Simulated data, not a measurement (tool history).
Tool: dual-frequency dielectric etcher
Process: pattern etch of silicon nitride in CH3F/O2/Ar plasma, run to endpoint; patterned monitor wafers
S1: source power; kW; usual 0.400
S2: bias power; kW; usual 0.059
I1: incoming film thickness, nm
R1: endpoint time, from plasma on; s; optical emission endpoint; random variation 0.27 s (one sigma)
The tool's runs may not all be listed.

Run 1, hour 0.0: usual settings but S1 0.350 kW, S2 0.068 kW; I1 34.69. Result: R1 51.4 s.
Run 2, hour 22.0: usual settings but S1 0.350 kW, S2 0.068 kW; I1 34.92. Result: R1 51.6 s.
Run 3, hour 37.9: usual settings but S1 0.350 kW, S2 0.068 kW; I1 34.75. Result: R1 51.1 s.
Run 4, hour 58.9: usual settings but S1 0.370 kW, S2 0.066 kW; I1 34.28. Result: R1 50.3 s.
Run 5, hour 92.8: usual settings; I1 34.38. Result: R1 52.3 s.
Run 6, hour 106.5: usual settings; I1 34.82. Result: R1 52.3 s.
At hour 168.2: wet clean of the chamber.
At hour 174.8: upper electrode replaced.
At hour 181.9: source power generator calibrated.
At hour 213.8: bias power generator calibrated.
Run 7, hour 214.3: usual settings; I1 34.90. Result: R1 54.3 s.
Run 8, hour 237.3: usual settings but S1 0.370 kW, S2 0.046 kW; I1 34.53. Result: R1 60.9 s.
Run 9, hour 254.4: usual settings but S1 0.450 kW, S2 0.047 kW; I1 34.70. Result: R1 57.6 s.
Run 10, hour 289.9: usual settings but S1 0.500 kW, S2 0.054 kW; I1 34.79. Result: R1 52.8 s.
Run 11, hour 314.8: usual settings but S1 0.460 kW, S2 0.067 kW; I1 34.65. Result: R1 48.7 s.
Run 12, hour 344.3: usual settings; I1 34.57. Result: R1 52.9 s.
Run 13, hour 405.9: usual settings; I1 34.63. Result: R1 52.7 s.
Run 14, hour 423.2: usual settings but S1 0.440 kW, S2 0.051 kW; I1 34.63. Result: R1 54.4 s.
Run 15, hour 444.3: usual settings but S2 0.055 kW; I1 34.90. Result: R1 54.4 s.

4 ways to go on from here, each from the tool as it stands after run 15. What would each give?
Run A, hour 444.7: usual settings; I1 34.50. Result: R1 ?.
Run B, hour 444.7: usual settings but S1 0.330 kW, S2 0.063 kW; I1 34.50. Result: R1 ?.
Run C, hour 444.7: usual settings but S2 0.072 kW; I1 34.50. Result: R1 ?.
Run D, hour 444.7: usual settings but S2 0.045 kW; I1 34.50. Result: R1 ?.

run    R1
  A  52.2
  B  53.3
  C  47.8
  D  58.9
Without the tool's hidden state the same runs would have given:
run    R1
  A  53.9
  B  55.1
  C  49.4
  D  60.8

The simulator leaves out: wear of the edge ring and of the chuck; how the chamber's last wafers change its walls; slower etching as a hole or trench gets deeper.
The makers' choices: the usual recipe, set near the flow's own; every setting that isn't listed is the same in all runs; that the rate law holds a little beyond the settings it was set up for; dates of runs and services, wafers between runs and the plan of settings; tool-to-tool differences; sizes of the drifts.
